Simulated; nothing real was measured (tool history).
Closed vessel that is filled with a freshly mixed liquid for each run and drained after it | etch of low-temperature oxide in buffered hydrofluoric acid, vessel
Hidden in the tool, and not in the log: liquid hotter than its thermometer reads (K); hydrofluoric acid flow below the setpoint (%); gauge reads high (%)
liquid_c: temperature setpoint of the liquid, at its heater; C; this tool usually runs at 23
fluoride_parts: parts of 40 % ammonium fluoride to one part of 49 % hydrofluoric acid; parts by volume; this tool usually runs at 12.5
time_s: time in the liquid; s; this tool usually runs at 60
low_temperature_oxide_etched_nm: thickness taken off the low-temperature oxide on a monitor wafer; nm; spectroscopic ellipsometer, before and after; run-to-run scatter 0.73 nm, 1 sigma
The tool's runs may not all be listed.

run,day,liquid_c,fluoride_parts,time_s,wafers since the last listed run,hours since the thermometer was replaced,hours since the hydrofluoric acid flow meter was replaced,hours since the gauge calibration,"read-back film thickness of the low-temperature oxide reference wafer, read on the same gauge (nm)",low_temperature_oxide_etched_nm
1,0,23,12.5,70,0,1263.6,1852.7,509.8,89.39,214
2,2.646,23,12.5,70,9135,1327.1,1916.2,573.3,89.23,211.86
3,5.325,25,12.5,60,9250,1391.4,1980.5,637.6,89.12,203.03
4,6.888,23,12.5,60,5394,1428.9,2018,675.1,89.04,181.18
5,9.25,23,12.5,60,8156,1485.6,2074.7,731.8,88.93,181.35
6,11.004,23,12.5,60,6056,1527.7,2116.8,773.9,88.85,181.08
7,12.742,23,11.5,60,5999,1569.4,2158.5,815.6,88.77,195.85
8,14.504,23,12.5,60,6085,1611.7,2200.8,857.9,88.67,180.23
# day 16.883: hydrofluoric acid flow meter replaced
9,16.971,23,12.5,60,8372,1670.9,2.1,917.1,88.58,181.87
10,19.746,23,12.5,60,9581,1737.5,68.7,983.7,88.45,180.38
11,21.233,23,12.5,60,5135,1773.2,104.4,1019.4,88.37,181.26
12,23.604,23,12.5,60,8185,1830.1,161.3,1076.3,88.25,181.81
# day 24.604: thermometer replaced
13,25.033,26,12.5,35,4790,10.3,195.6,1110.6,88.18,122.76
# day 25.646: gauge calibrated
14,27.542,18,14.5,60,8660,70.5,255.8,45.5,89.82,119.82
15,29.746,23,12.5,60,7610,123.4,308.7,98.4,89.76,182.94
16,32.204,23,14,60,8487,182.4,367.7,157.4,89.65,163.12
17,33.633,23,12.5,30,4934,216.7,402,191.7,89.58,90.8
18,35.779,19,11,60,7408,268.2,453.5,243.2,89.45,165.5
19,37.062,25,10,70,4430,299,484.3,274,89.43,295.4
20,39.517,23,12.5,60,8473,357.9,543.2,332.9,89.31,182.75
21,40.942,18.5,10,60,4920,392.1,577.4,367.1,89.23,176.47
22,43.938,23,12.5,60,10343,464,649.3,439,89.08,181.21
23,45.446,23,12.5,60,5207,500.2,685.5,475.2,89,182
24,46.488,18.5,10,70,3596,525.2,710.5,500.2,88.99,204.47

Consider 4 possible next runs. They are alternatives, not a sequence: every one starts from the tool as it was left by run 24. What does each give?
A,46.517,26.5,12.5,60,100,525.9,711.2,500.9,?,?
B,46.517,26,10,60,100,525.9,711.2,500.9,?,?
C,46.517,27,9,35,100,525.9,711.2,500.9,?,?
D,46.517,26.5,15.5,40,100,525.9,711.2,500.9,?,?

run,"read-back film thickness of the low-temperature oxide reference wafer, read on the same gauge (nm)",low_temperature_oxide_etched_nm
A,88.98,218.26
B,88.98,264.1
C,88.98,173.67
D,88.98,117.85
What these runs would have given with no unlogged condition in the tool:
run,low_temperature_oxide_etched_nm
A,220.79
B,267.16
C,175.69
D,119.21
